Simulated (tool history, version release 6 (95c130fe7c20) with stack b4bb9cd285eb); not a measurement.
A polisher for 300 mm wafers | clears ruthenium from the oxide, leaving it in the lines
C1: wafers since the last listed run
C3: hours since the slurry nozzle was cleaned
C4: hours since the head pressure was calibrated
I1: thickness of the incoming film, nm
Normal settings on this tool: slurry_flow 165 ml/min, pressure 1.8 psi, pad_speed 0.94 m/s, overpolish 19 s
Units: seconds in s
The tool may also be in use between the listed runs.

Run 1, hour 0: usual settings but pad_speed 0.86 m/s; C1 0; wafers polished on this pad 1058; C3 533.8; C4 20.9; I1 91.2. Result: seconds 104.9 s.
At hour 100.1: slurry nozzle cleaned.
Run 2, hour 182.1: usual settings but pad_speed 0.86 m/s; C1 1159; wafers polished on this pad 2217; C3 82; C4 203; I1 90. Result: seconds 95.6 s.
Run 3, hour 213.9: usual settings but pad_speed 0.86 m/s; C1 203; wafers polished on this pad 2420; C3 113.8; C4 234.8; I1 89.2. Result: seconds 96.2 s.
At hour 256.4: worn pad replaced by a new one.
Run 4, hour 285.6: usual settings but pad_speed 1.1 m/s; C1 433; wafers polished on this pad 186; C3 185.5; C4 306.5; I1 88.3. Result: seconds 75.4 s.
Run 5, hour 355.5: usual settings but pad_speed 1.1 m/s; C1 447; wafers polished on this pad 634; C3 255.4; C4 376.4; I1 89.6. Result: seconds 76.3 s.
Run 6, hour 424.8: usual settings but pad_speed 1.1 m/s; C1 443; wafers polished on this pad 1077; C3 324.7; C4 445.7; I1 90.3. Result: seconds 78.3 s.
Run 7, hour 482: usual settings; C1 366; wafers polished on this pad 1444; C3 381.9; C4 502.9; I1 90.3. Result: seconds 93 s.
At hour 535.2: head pressure recalibrated.
Run 8, hour 544.5: usual settings; C1 387; wafers polished on this pad 1831; C3 444.4; C4 9.3; I1 88.7. Result: seconds 91.8 s.
At hour 574: worn pad replaced by a new one, of another model than before.
Run 9, hour 577.9: usual settings; C1 188; wafers polished on this pad 25; C3 477.8; C4 42.7; I1 90.3. Result: seconds 91.5 s.
Run 10, hour 619.9: usual settings; C1 268; wafers polished on this pad 293; C3 519.8; C4 84.7; I1 90.3. Result: seconds 90 s.
At hour 646.6: slurry nozzle cleaned.
Run 11, hour 671.6: usual settings; C1 324; wafers polished on this pad 618; C3 25; C4 136.4; I1 89. Result: seconds 85.1 s.
Run 12, hour 698.8: usual settings but pressure 2.2 psi; C1 174; wafers polished on this pad 792; C3 52.2; C4 163.6; I1 90.5. Result: seconds 76.5 s.
Run 13, hour 747.8: usual settings but pressure 2.2 psi; C1 313; wafers polished on this pad 1106; C3 101.2; C4 212.6; I1 90.3. Result: seconds 78.3 s.
Run 14, hour 819.5: usual settings; C1 458; wafers polished on this pad 1565; C3 172.9; C4 284.3; I1 90.8. Result: seconds 90.4 s.
Run 15, hour 869.8: usual settings; C1 321; wafers polished on this pad 1887; C3 223.2; C4 334.6; I1 91.6. Result: seconds 92.4 s.
At hour 893.4: worn pad replaced by a new one.
Run 16, hour 894: usual settings but overpolish 12 s; C1 129; wafers polished on this pad 4; C3 247.4; C4 358.8; I1 88.9. Result: seconds 88.9 s.
Run 17, hour 941.3: usual settings but overpolish 12 s; C1 302; wafers polished on this pad 306; C3 294.7; C4 406.1; I1 91.4. Result: seconds 91.4 s.
Run 18, hour 998.2: usual settings but overpolish 12 s; C1 364; wafers polished on this pad 671; C3 351.6; C4 463; I1 90.2. Result: seconds 90.3 s.
At hour 1007.6: head pressure recalibrated.
Run 19, hour 1034.9: usual settings but overpolish 24 s; C1 222; wafers polished on this pad 893; C3 388.3; C4 27.3; I1 88.8. Result: seconds 88.7 s.
Run 20, hour 1072.1: usual settings but slurry_flow 115 ml/min; C1 238; wafers polished on this pad 1131; C3 425.5; C4 64.5; I1 89.9. Result: seconds 92.8 s.
Run 21, hour 1129.3: usual settings; C1 366; wafers polished on this pad 1497; C3 482.7; C4 121.7; I1 89.6. Result: seconds 90.9 s.
Run 22, hour 1167.8: usual settings; C1 246; wafers polished on this pad 1743; C3 521.2; C4 160.2; I1 89.4. Result: seconds 89 s.
Run 23, hour 1202.5: usual settings; C1 222; wafers polished on this pad 1965; C3 555.9; C4 194.9; I1 89.1. Result: seconds 88.8 s.
At hour 1267.3: worn pad replaced by a new one.
Run 24, hour 1271.9: usual settings but slurry_flow 200 ml/min, pressure 2.2 psi, pad_speed 0.7 m/s, overpolish 14 s; C1 418; wafers polished on this pad 29; C3 625.3; C4 264.3; I1 89.6. Result: seconds 91.5 s.
Run 25, hour 1328.9: usual settings but pad_speed 1.02 m/s, overpolish 13 s; C1 364; wafers polished on this pad 394; C3 682.3; C4 321.3; I1 89.9. Result: seconds 86.5 s.
At hour 1349.5: slurry nozzle cleaned.
Run 26, hour 1393.1: usual settings but slurry_flow 215 ml/min, overpolish 27 s; C1 404; wafers polished on this pad 798; C3 43.6; C4 385.5; I1 91. Result: seconds 85.3 s.
Run 27, hour 1431.7: usual settings but slurry_flow 115 ml/min, pressure 1.2 psi, pad_speed 1.24 m/s, overpolish 25 s; C1 247; wafers polished on this pad 1045; C3 82.2; C4 424.1; I1 88.7. Result: seconds 94.1 s.
At hour 1444.4: head pressure recalibrated.
Run 28, hour 1491.5: usual settings but slurry_flow 145 ml/min, overpolish 9 s; C1 369; wafers polished on this pad 1415; C3 142; C4 47.1; I1 91.3. Result: seconds 88.7 s.
Run 29, hour 1552.7: usual settings but overpolish 24 s; C1 391; wafers polished on this pad 1807; C3 203.2; C4 108.3; I1 89.1. Result: seconds 87.3 s.
Run 30, hour 1580.5: usual settings but slurry_flow 210 ml/min, pressure 1.3 psi, pad_speed 1.12 m/s, overpolish 28 s; C1 177; wafers polished on this pad 1985; C3 231; C4 136.1; I1 88.5. Result: seconds 90.5 s.
At hour 1598.9: worn pad replaced by a new one.
Run 31, hour 1605.9: usual settings but slurry_flow 120 ml/min; C1 136; wafers polished on this pad 44; C3 256.4; C4 161.5; I1 90.3. Result: seconds 93.2 s.
Run 32, hour 1630.2: usual settings but slurry_flow 125 ml/min; C1 155; wafers polished on this pad 200; C3 280.7; C4 185.8; I1 91.1. Result: seconds 95.5 s.
Run 33, hour 1656.2: usual settings but slurry_flow 225 ml/min; C1 166; wafers polished on this pad 366; C3 306.7; C4 211.8; I1 89.7. Result: seconds 86.2 s.
Run 34, hour 1710.1: usual settings but slurry_flow 180 ml/min, pressure 2.2 psi, overpolish 25 s; C1 345; wafers polished on this pad 711; C3 360.6; C4 265.7; I1 89.1. Result: seconds 77.6 s.
Run 35, hour 1738.1: usual settings but pressure 2 psi, overpolish 23 s; C1 179; wafers polished on this pad 890; C3 388.6; C4 293.7; I1 90. Result: seconds 84.3 s.
Run 36, hour 1788: usual settings but slurry_flow 115 ml/min, pressure 2.2 psi; C1 319; wafers polished on this pad 1210; C3 438.5; C4 343.6; I1 90. Result: seconds 84 s.
Run 37, hour 1812.3: usual settings but slurry_flow 205 ml/min; C1 155; wafers polished on this pad 1365; C3 462.8; C4 367.9; I1 91.1. Result: seconds 88.5 s.
Run 38, hour 1849.3: usual settings but pressure 2 psi, pad_speed 1.1 m/s; C1 236; wafers polished on this pad 1602; C3 499.8; C4 404.9; I1 89.4. Result: seconds 78.6 s.

Give the tool's hidden conditions for every run:
removal rate lost through wear of the pad, %: 0, the same for each run
deviation of the head's pressure from its setpoint, %: 0, the same for each run
H1: slurry flow missing at the pad, %
run    H1
  1  40.2
  2  15.3
  3  19.4
  4  26.6
  5  31.5
  6  34.9
  7    37
  8  38.7
  9  39.5
 10  40.2
 11  7.17
 12  11.8
 13  18.8
 14  26.4
 15  30.3
 16  31.9
 17  34.5
 18  36.9
 19  38.1
 20  39.2
 21  40.5
 22  41.1
 23  41.6
 24  42.4
 25  42.9
 26  11.1
 27    17
 28  24.1
 29  29.5
 30  31.5
 31  33.1
 32  34.5
 33  35.7
 34  37.9
 35  38.8
 36  40.2
 37  40.7
 38  41.5
